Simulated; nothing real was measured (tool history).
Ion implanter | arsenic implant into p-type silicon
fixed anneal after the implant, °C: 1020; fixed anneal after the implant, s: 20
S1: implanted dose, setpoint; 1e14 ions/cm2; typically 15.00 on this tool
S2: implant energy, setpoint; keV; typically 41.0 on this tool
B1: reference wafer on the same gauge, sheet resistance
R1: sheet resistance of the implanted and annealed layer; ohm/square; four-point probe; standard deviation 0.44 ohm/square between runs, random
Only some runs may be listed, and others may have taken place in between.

{"run": 1, "hour": 0.0, "S1": 12.54, "S2": 41.0, "B1": 110.08, "R1": 101.92}
{"run": 2, "hour": 81.1, "S1": 15.0, "S2": 41.0, "B1": 110.0, "R1": 92.42}
{"run": 3, "hour": 154.8, "S1": 11.83, "S2": 41.0, "B1": 110.05, "R1": 105.46}
{"run": 4, "hour": 255.5, "S1": 11.83, "S2": 41.0, "B1": 109.92, "R1": 105.04}
{"run": 5, "hour": 330.1, "S1": 11.83, "S2": 41.0, "B1": 110.01, "R1": 105.66}
{"run": 6, "hour": 391.5, "S1": 15.0, "S2": 41.0, "B1": 110.04, "R1": 92.15}
{"run": 7, "hour": 474.4, "S1": 15.0, "S2": 41.0, "B1": 109.88, "R1": 91.75}
{"run": 8, "hour": 555.8, "S1": 13.54, "S2": 41.0, "B1": 109.8, "R1": 98.0}
{"run": 9, "hour": 605.2, "S1": 13.54, "S2": 41.0, "B1": 109.84, "R1": 98.51}
{"hour": 657.3, "done": "extraction supply calibrated"}
{"run": 10, "hour": 669.0, "S1": 13.72, "S2": 41.0, "B1": 109.98, "R1": 97.65}
{"run": 11, "hour": 718.6, "S1": 15.0, "S2": 41.0, "B1": 110.06, "R1": 93.77}
{"run": 12, "hour": 819.8, "S1": 15.0, "S2": 41.0, "B1": 109.85, "R1": 92.57}
{"run": 13, "hour": 886.7, "S1": 15.0, "S2": 41.0, "B1": 110.0, "R1": 93.59}
{"run": 14, "hour": 959.6, "S1": 15.0, "S2": 30.5, "B1": 110.02, "R1": 101.07}
{"run": 15, "hour": 1040.6, "S1": 11.75, "S2": 41.0, "B1": 109.76, "R1": 108.24}
{"run": 16, "hour": 1121.9, "S1": 15.0, "S2": 47.0, "B1": 109.93, "R1": 90.79}
{"hour": 1216.0, "done": "Faraday cup replaced and dose calibrated"}
{"run": 17, "hour": 1300.8, "S1": 10.57, "S2": 27.5, "B1": 109.94, "R1": 121.68}
{"run": 18, "hour": 1373.6, "S1": 17.77, "S2": 49.5, "B1": 109.98, "R1": 80.24}
{"hour": 1424.9, "done": "gauge calibrated"}
{"run": 19, "hour": 1480.9, "S1": 15.0, "S2": 55.0, "B1": 109.99, "R1": 86.03}
{"run": 20, "hour": 1530.6, "S1": 11.75, "S2": 41.0, "B1": 110.26, "R1": 106.45}
{"run": 21, "hour": 1628.4, "S1": 15.0, "S2": 30.5, "B1": 110.17, "R1": 100.92}
{"run": 22, "hour": 1701.4, "S1": 17.97, "S2": 53.0, "B1": 110.05, "R1": 77.93}
{"run": 23, "hour": 1803.5, "S1": 16.45, "S2": 55.0, "B1": 110.12, "R1": 81.65}
{"run": 24, "hour": 1871.3, "S1": 11.53, "S2": 46.5, "B1": 110.03, "R1": 104.92}
{"run": 25, "hour": 1912.1, "S1": 15.0, "S2": 53.0, "B1": 109.8, "R1": 86.9}
{"run": 26, "hour": 1979.9, "S1": 15.0, "S2": 41.0, "B1": 109.97, "R1": 93.12}

What would each run have given without the hidden state, its run-to-run variation left as it was?
Hidden state at play: deviation of the true dose from the Faraday cup's reading, %; deviation of the true energy from its setpoint, %; gauge reads high (%).
run=1 R1=101.92
run=2 R1=92.39
run=3 R1=105.37
run=4 R1=104.85
run=5 R1=105.37
run=6 R1=91.89
run=7 R1=91.39
run=8 R1=97.45
run=9 R1=97.88
run=10 R1=96.91
run=11 R1=93.02
run=12 R1=91.64
run=13 R1=92.52
run=14 R1=99.93
run=15 R1=106.24
run=16 R1=89.07
run=17 R1=121.45
run=18 R1=80.10
run=19 R1=85.80
run=20 R1=106.12
run=21 R1=100.63
run=22 R1=77.61
run=23 R1=81.17
run=24 R1=104.09
run=25 R1=86.22
run=26 R1=92.38
